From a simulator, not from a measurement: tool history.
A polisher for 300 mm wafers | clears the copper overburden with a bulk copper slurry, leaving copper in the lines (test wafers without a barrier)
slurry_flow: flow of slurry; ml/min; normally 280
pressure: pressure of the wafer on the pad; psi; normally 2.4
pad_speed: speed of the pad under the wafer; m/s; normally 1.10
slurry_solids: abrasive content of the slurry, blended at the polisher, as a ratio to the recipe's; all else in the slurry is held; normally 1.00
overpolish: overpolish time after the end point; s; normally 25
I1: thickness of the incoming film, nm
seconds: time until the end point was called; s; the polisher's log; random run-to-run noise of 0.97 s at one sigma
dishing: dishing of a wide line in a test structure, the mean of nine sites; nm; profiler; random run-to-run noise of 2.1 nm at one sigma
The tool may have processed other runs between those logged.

{"run": 1, "day": 0.0, "slurry_flow": 325, "pressure": 2.4, "pad_speed": 1.1, "slurry_solids": 1.0, "overpolish": 25, "I1": 867.8, "seconds": 109.4, "dishing": 108.9}
{"run": 2, "day": 0.721, "slurry_flow": 280, "pressure": 2.4, "pad_speed": 1.1, "slurry_solids": 1.0, "overpolish": 25, "I1": 862.7, "seconds": 110.2, "dishing": 109.0}
{"run": 3, "day": 2.029, "slurry_flow": 280, "pressure": 2.4, "pad_speed": 1.1, "slurry_solids": 1.0, "overpolish": 31, "I1": 863.1, "seconds": 117.2, "dishing": 122.9}
{"run": 4, "day": 2.975, "slurry_flow": 280, "pressure": 2.4, "pad_speed": 1.1, "slurry_solids": 1.0, "overpolish": 37, "I1": 880.2, "seconds": 120.2, "dishing": 129.5}
{"run": 5, "day": 3.825, "slurry_flow": 240, "pressure": 2.4, "pad_speed": 1.1, "slurry_solids": 1.0, "overpolish": 25, "I1": 871.1, "seconds": 120.6, "dishing": 103.9}
{"day": 5.05, "done": "slurry nozzle cleaned"}
{"run": 6, "day": 5.071, "slurry_flow": 280, "pressure": 2.4, "pad_speed": 1.1, "slurry_solids": 1.0, "overpolish": 25, "I1": 866.2, "seconds": 120.5, "dishing": 103.5}
{"day": 5.858, "done": "slurry blender recalibrated"}
{"run": 7, "day": 5.971, "slurry_flow": 225, "pressure": 2.4, "pad_speed": 1.1, "slurry_solids": 0.9, "overpolish": 25, "I1": 872.1, "seconds": 118.6, "dishing": 104.8}
{"run": 8, "day": 7.392, "slurry_flow": 375, "pressure": 2.0, "pad_speed": 1.32, "slurry_solids": 0.8, "overpolish": 25, "I1": 864.7, "seconds": 128.5, "dishing": 95.6}
{"day": 8.433, "done": "worn pad replaced by a new one"}
{"run": 9, "day": 8.658, "slurry_flow": 280, "pressure": 2.4, "pad_speed": 1.1, "slurry_solids": 0.8, "overpolish": 25, "I1": 880.0, "seconds": 114.3, "dishing": 107.1}
{"run": 10, "day": 9.188, "slurry_flow": 280, "pressure": 2.4, "pad_speed": 1.1, "slurry_solids": 1.0, "overpolish": 25, "I1": 873.6, "seconds": 109.6, "dishing": 110.1}
{"run": 11, "day": 10.438, "slurry_flow": 280, "pressure": 2.4, "pad_speed": 1.1, "slurry_solids": 1.0, "overpolish": 25, "I1": 878.0, "seconds": 115.6, "dishing": 106.4}
{"run": 12, "day": 10.967, "slurry_flow": 280, "pressure": 2.4, "pad_speed": 1.32, "slurry_solids": 1.0, "overpolish": 32, "I1": 871.7, "seconds": 103.7, "dishing": 131.9}
{"day": 11.358, "done": "head pressure recalibrated"}
{"run": 13, "day": 11.942, "slurry_flow": 190, "pressure": 2.4, "pad_speed": 1.1, "slurry_solids": 1.0, "overpolish": 30, "I1": 874.3, "seconds": 122.8, "dishing": 114.9}
{"run": 14, "day": 13.246, "slurry_flow": 280, "pressure": 2.4, "pad_speed": 1.1, "slurry_solids": 1.0, "overpolish": 25, "I1": 871.1, "seconds": 121.7, "dishing": 105.7}
{"day": 13.562, "done": "slurry blender recalibrated"}
{"run": 15, "day": 14.617, "slurry_flow": 205, "pressure": 1.8, "pad_speed": 1.1, "slurry_solids": 1.0, "overpolish": 25, "I1": 867.2, "seconds": 155.9, "dishing": 81.2}
{"run": 16, "day": 15.142, "slurry_flow": 190, "pressure": 2.4, "pad_speed": 1.1, "slurry_solids": 1.0, "overpolish": 30, "I1": 879.0, "seconds": 121.3, "dishing": 114.4}
{"day": 15.454, "done": "worn pad replaced by a new one"}
{"run": 17, "day": 16.175, "slurry_flow": 280, "pressure": 2.4, "pad_speed": 1.1, "slurry_solids": 1.0, "overpolish": 25, "I1": 877.7, "seconds": 110.7, "dishing": 106.4}
{"run": 18, "day": 17.475, "slurry_flow": 280, "pressure": 2.4, "pad_speed": 1.1, "slurry_solids": 1.0, "overpolish": 31, "I1": 873.1, "seconds": 116.8, "dishing": 122.5}
{"run": 19, "day": 18.346, "slurry_flow": 280, "pressure": 1.7, "pad_speed": 1.1, "slurry_solids": 1.0, "overpolish": 16, "I1": 880.7, "seconds": 167.4, "dishing": 57.7}
{"run": 20, "day": 19.717, "slurry_flow": 280, "pressure": 2.4, "pad_speed": 0.96, "slurry_solids": 1.25, "overpolish": 18, "I1": 872.1, "seconds": 125.2, "dishing": 81.1}
{"run": 21, "day": 20.504, "slurry_flow": 280, "pressure": 2.4, "pad_speed": 1.1, "slurry_solids": 1.0, "overpolish": 25, "I1": 858.7, "seconds": 122.4, "dishing": 101.9}
{"run": 22, "day": 21.646, "slurry_flow": 310, "pressure": 2.4, "pad_speed": 1.1, "slurry_solids": 1.0, "overpolish": 33, "I1": 877.5, "seconds": 125.5, "dishing": 123.6}
{"day": 22.171, "done": "slurry blender recalibrated"}
{"run": 23, "day": 22.883, "slurry_flow": 280, "pressure": 2.4, "pad_speed": 1.1, "slurry_solids": 1.0, "overpolish": 25, "I1": 850.3, "seconds": 114.5, "dishing": 109.3}
{"day": 23.662, "done": "worn pad replaced by a new one"}
{"run": 24, "day": 24.379, "slurry_flow": 245, "pressure": 2.4, "pad_speed": 1.48, "slurry_solids": 1.0, "overpolish": 25, "I1": 862.5, "seconds": 88.7, "dishing": 125.9}
{"run": 25, "day": 25.25, "slurry_flow": 280, "pressure": 2.4, "pad_speed": 1.28, "slurry_solids": 1.0, "overpolish": 25, "I1": 875.2, "seconds": 102.1, "dishing": 117.2}
{"run": 26, "day": 26.112, "slurry_flow": 280, "pressure": 2.4, "pad_speed": 1.1, "slurry_solids": 0.75, "overpolish": 25, "I1": 882.7, "seconds": 123.7, "dishing": 106.6}
{"run": 27, "day": 27.2, "slurry_flow": 235, "pressure": 1.7, "pad_speed": 0.86, "slurry_solids": 1.25, "overpolish": 25, "I1": 866.1, "seconds": 185.6, "dishing": 74.6}

5 ways to go on from here, each from the tool as it stands after run 27. What would each give?
{"run": "A", "day": 27.221, "slurry_flow": 280, "pressure": 2.4, "pad_speed": 1.4, "slurry_solids": 1.0, "overpolish": 25, "I1": 862.5, "seconds": "?", "dishing": "?"}
{"run": "B", "day": 27.221, "slurry_flow": 335, "pressure": 2.4, "pad_speed": 1.1, "slurry_solids": 1.2, "overpolish": 18, "I1": 862.5, "seconds": "?", "dishing": "?"}
{"run": "C", "day": 27.221, "slurry_flow": 370, "pressure": 2.8, "pad_speed": 1.1, "slurry_solids": 0.75, "overpolish": 25, "I1": 862.5, "seconds": "?", "dishing": "?"}
{"run": "D", "day": 27.221, "slurry_flow": 280, "pressure": 2.8, "pad_speed": 0.96, "slurry_solids": 1.15, "overpolish": 17, "I1": 862.5, "seconds": "?", "dishing": "?"}
{"run": "E", "day": 27.221, "slurry_flow": 315, "pressure": 2.4, "pad_speed": 1.1, "slurry_solids": 1.15, "overpolish": 25, "I1": 862.5, "seconds": "?", "dishing": "?"}

run=A seconds=100.2 dishing=117.0
run=B seconds=110.9 dishing=89.5
run=C seconds=105.3 dishing=117.0
run=D seconds=105.1 dishing=91.1
run=E seconds=112.4 dishing=109.6
Without the tool's hidden state the same runs would have given:
run=A seconds=85.5 dishing=127.2
run=B seconds=94.5 dishing=99.6
run=C seconds=90.1 dishing=127.9
run=D seconds=89.6 dishing=101.7
run=E seconds=95.8 dishing=119.9

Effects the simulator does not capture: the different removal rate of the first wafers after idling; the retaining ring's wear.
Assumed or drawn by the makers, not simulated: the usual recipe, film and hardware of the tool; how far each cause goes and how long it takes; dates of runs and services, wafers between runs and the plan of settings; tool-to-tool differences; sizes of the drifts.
